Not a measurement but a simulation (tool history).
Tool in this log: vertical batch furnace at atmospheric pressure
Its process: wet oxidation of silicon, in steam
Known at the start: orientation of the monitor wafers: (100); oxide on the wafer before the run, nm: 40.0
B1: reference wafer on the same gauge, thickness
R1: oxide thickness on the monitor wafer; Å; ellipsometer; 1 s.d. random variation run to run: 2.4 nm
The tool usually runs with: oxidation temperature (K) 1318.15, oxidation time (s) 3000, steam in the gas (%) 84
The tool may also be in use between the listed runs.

run 1 hour=0 | oxidation_temperature_(K)=1318.15 oxidation_time_(s)=3000 steam_in_the_gas_(%)=84 | B1=460.89 | R1=5020.8
run 2 hour=31.5 | oxidation_temperature_(K)=1318.15 oxidation_time_(s)=3000 steam_in_the_gas_(%)=84 | B1=460.81 | R1=5059.5
run 3 hour=59.8 | oxidation_temperature_(K)=1318.15 oxidation_time_(s)=3000 steam_in_the_gas_(%)=84 | B1=460.68 | R1=4998.6
run 4 hour=77.2 | oxidation_temperature_(K)=1318.15 oxidation_time_(s)=3000 steam_in_the_gas_(%)=84 | B1=460.84 | R1=5020.4
run 5 hour=100 | oxidation_temperature_(K)=1318.15 oxidation_time_(s)=3000 steam_in_the_gas_(%)=84 | B1=460.64 | R1=5028.2
run 6 hour=132.1 | oxidation_temperature_(K)=1318.15 oxidation_time_(s)=3000 steam_in_the_gas_(%)=84 | B1=460.89 | R1=4984.7
run 7 hour=155.2 | oxidation_temperature_(K)=1318.15 oxidation_time_(s)=3000 steam_in_the_gas_(%)=84 | B1=460.7 | R1=5014.5
run 8 hour=237.5 | oxidation_temperature_(K)=1318.15 oxidation_time_(s)=3000 steam_in_the_gas_(%)=84 | B1=460.83 | R1=5035.6
run 9 hour=242.6 | oxidation_temperature_(K)=1318.15 oxidation_time_(s)=3000 steam_in_the_gas_(%)=84 | B1=460.87 | R1=5019.4
run 10 hour=247.8 | oxidation_temperature_(K)=1318.15 oxidation_time_(s)=3000 steam_in_the_gas_(%)=84 | B1=460.54 | R1=5010.1
run 11 hour=277.5 | oxidation_temperature_(K)=1318.15 oxidation_time_(s)=3000 steam_in_the_gas_(%)=84 | B1=461 | R1=5010.6
run 12 hour=299.8 | oxidation_temperature_(K)=1318.15 oxidation_time_(s)=3000 steam_in_the_gas_(%)=84 | B1=461.23 | R1=5008.8
run 13 hour=325.1 | oxidation_temperature_(K)=1318.15 oxidation_time_(s)=3000 steam_in_the_gas_(%)=84 | B1=461.37 | R1=5061.6
run 14 hour=349.1 | oxidation_temperature_(K)=1318.15 oxidation_time_(s)=4140 steam_in_the_gas_(%)=84 | B1=461.11 | R1=6047.9
run 15 hour=362.7 | oxidation_temperature_(K)=1318.15 oxidation_time_(s)=1710 steam_in_the_gas_(%)=84 | B1=461.57 | R1=3586.3
run 16 hour=377.2 | oxidation_temperature_(K)=1301.15 oxidation_time_(s)=3870 steam_in_the_gas_(%)=75 | B1=461.63 | R1=4965.8
run 17 hour=401.2 | oxidation_temperature_(K)=1318.15 oxidation_time_(s)=3000 steam_in_the_gas_(%)=75 | B1=460.85 | R1=4730.3
run 18 hour=436.1 | oxidation_temperature_(K)=1307.15 oxidation_time_(s)=3840 steam_in_the_gas_(%)=73 | B1=460.97 | R1=5052.4
run 19 hour=454.6 | oxidation_temperature_(K)=1318.15 oxidation_time_(s)=4140 steam_in_the_gas_(%)=89 | B1=460.73 | R1=6320.3
run 20 hour=479.8 | oxidation_temperature_(K)=1318.15 oxidation_time_(s)=3000 steam_in_the_gas_(%)=84 | B1=461.27 | R1=5011.8
run 21 hour=493.2 | oxidation_temperature_(K)=1337.15 oxidation_time_(s)=3000 steam_in_the_gas_(%)=84 | B1=460.31 | R1=5540.2
run 22 hour=506.2 | oxidation_temperature_(K)=1331.15 oxidation_time_(s)=3000 steam_in_the_gas_(%)=76 | B1=460.86 | R1=5102.8
run 23 hour=546.3 | oxidation_temperature_(K)=1318.15 oxidation_time_(s)=3000 steam_in_the_gas_(%)=84 | B1=461.09 | R1=5067.7
run 24 hour=551.4 | oxidation_temperature_(K)=1325.15 oxidation_time_(s)=2580 steam_in_the_gas_(%)=84 | B1=460.81 | R1=4748.3
run 25 hour=566.6 | oxidation_temperature_(K)=1318.15 oxidation_time_(s)=3000 steam_in_the_gas_(%)=84 | B1=461.38 | R1=5047.8
run 26 hour=598.9 | oxidation_temperature_(K)=1339.15 oxidation_time_(s)=3930 steam_in_the_gas_(%)=76 | B1=461.16 | R1=6162.4
run 27 hour=699.7 | oxidation_temperature_(K)=1332.15 oxidation_time_(s)=3000 steam_in_the_gas_(%)=93 | B1=460.98 | R1=5703
run 28 hour=717 | oxidation_temperature_(K)=1318.15 oxidation_time_(s)=4140 steam_in_the_gas_(%)=89 | B1=460.68 | R1=6288.3
run 29 hour=744.5 | oxidation_temperature_(K)=1318.15 oxidation_time_(s)=2640 steam_in_the_gas_(%)=84 | B1=461.11 | R1=4663.8
run 30 hour=762.7 | oxidation_temperature_(K)=1335.15 oxidation_time_(s)=4290 steam_in_the_gas_(%)=74 | B1=460.86 | R1=6259.2
run 31 hour=797 | oxidation_temperature_(K)=1318.15 oxidation_time_(s)=2610 steam_in_the_gas_(%)=84 | B1=461.46 | R1=4642.3
run 32 hour=826.6 | oxidation_temperature_(K)=1331.15 oxidation_time_(s)=3000 steam_in_the_gas_(%)=84 | B1=461.01 | R1=5359.5
run 33 hour=861.1 | oxidation_temperature_(K)=1318.15 oxidation_time_(s)=2130 steam_in_the_gas_(%)=95 | B1=460.62 | R1=4394.7
run 34 hour=874.4 | oxidation_temperature_(K)=1331.15 oxidation_time_(s)=3540 steam_in_the_gas_(%)=84 | B1=461.13 | R1=5923.2
run 35 hour=894.2 | oxidation_temperature_(K)=1336.15 oxidation_time_(s)=1920 steam_in_the_gas_(%)=73 | B1=460.87 | R1=3902.9
run 36 hour=923.7 | oxidation_temperature_(K)=1318.15 oxidation_time_(s)=3000 steam_in_the_gas_(%)=84 | B1=461.34 | R1=5039.7
run 37 hour=945.3 | oxidation_temperature_(K)=1318.15 oxidation_time_(s)=3000 steam_in_the_gas_(%)=84 | B1=461.24 | R1=4998.5

Between the runs listed above, the log contained 3 entries, not reproduced here. Where in the sequence does each belong, and how does what the log doesn't record of the tool's condition differ from the listed run before to the listed run after?
After run 7, before run 8: steam generator serviced (hour 237)
  the hidden state is the same at both runs
After run 19, before run 20: gauge calibrated (hour 473.3)
  the hidden state is the same at both runs
After run 22, before run 23: thermocouples replaced and temperature profile calibrated (hour 545.8)
  the hidden state is the same at both runs

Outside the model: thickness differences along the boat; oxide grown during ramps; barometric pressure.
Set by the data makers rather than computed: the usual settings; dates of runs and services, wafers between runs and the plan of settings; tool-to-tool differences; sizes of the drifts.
